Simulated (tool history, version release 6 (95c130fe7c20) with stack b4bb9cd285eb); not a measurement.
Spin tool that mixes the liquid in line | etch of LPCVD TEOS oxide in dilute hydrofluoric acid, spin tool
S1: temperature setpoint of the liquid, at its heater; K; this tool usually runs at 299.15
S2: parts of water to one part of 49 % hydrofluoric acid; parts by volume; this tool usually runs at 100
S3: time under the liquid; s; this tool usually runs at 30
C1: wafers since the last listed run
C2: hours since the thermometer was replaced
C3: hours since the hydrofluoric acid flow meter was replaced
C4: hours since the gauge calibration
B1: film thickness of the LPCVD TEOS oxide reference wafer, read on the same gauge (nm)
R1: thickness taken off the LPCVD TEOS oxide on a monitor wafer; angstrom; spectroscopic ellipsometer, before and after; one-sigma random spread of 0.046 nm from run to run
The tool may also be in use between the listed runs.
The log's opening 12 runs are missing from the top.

run	hour	S1	S2	S3	C1	C2	C3	C4	B1	R1
13	268.6	297.15	130	20	300	1108.2	191.7	725.8	79.01	47
14	285	299.15	100	30	243	1124.6	208.1	742.2	78.96	102.9
15	320.4	299.15	80	45	524	1160	243.5	777.6	78.95	197.9
16	338.7	301.65	100	50	271	1178.3	261.8	795.9	78.9	188
17	353.5	299.15	140	45	219	1193.1	276.6	810.7	78.88	104.5
18	381.9	299.15	60	40	420	1221.5	305	839.1	78.85	239.7
19	416.2	301.15	140	30	508	1255.8	339.3	873.4	78.77	75.3
20	448.5	299.15	60	40	478	1288.1	371.6	905.7	78.78	238.6
# hour 459.7: thermometer replaced
21	474.5	294.15	120	45	370	14.8	397.6	931.7	78.72	102.7
# hour 479: gauge calibrated
22	503	299.15	100	35	422	43.3	426.1	24	80.09	121.6
23	565.4	303.65	130	30	924	105.7	488.5	86.4	79.99	91.4
24	593.7	299.15	120	15	419	134	516.8	114.7	79.93	42.4
25	624.1	299.15	100	30	450	164.4	547.2	145.1	79.9	104.5
26	691.9	294.65	100	30	1004	232.2	615	212.9	79.81	87.2
27	707.3	300.65	100	15	228	247.6	630.4	228.3	79.78	54.9
28	731.9	299.15	100	30	364	272.2	655	252.9	79.73	104.3
29	744	295.65	100	30	179	284.3	667.1	265	79.75	90.3
30	763.9	299.15	130	30	294	304.2	687	284.9	79.71	77.1
31	790	303.15	100	45	386	330.3	713.1	311	79.68	181.2
32	863.8	302.65	85	20	1093	404.1	786.9	384.8	79.55	94.8
33	880.6	299.15	100	15	248	420.9	803.7	401.6	79.55	51.8

What if the next run were any one of these 4? Each begins from the tool's condition after run 33:
A	881	299.15	100	30	5	421.3	804.1	402	?	?
B	881	302.15	130	15	5	421.3	804.1	402	?	?
C	881	296.65	100	30	5	421.3	804.1	402	?	?
D	881	299.15	130	50	5	421.3	804.1	402	?	?

run	B1	R1
A	79.56	103.8
B	79.56	43
C	79.56	94.1
D	79.56	128.1
With no hidden state in the tool, these same runs would have given:
run	R1
A	104.4
B	43.3
C	94.6
D	128.9
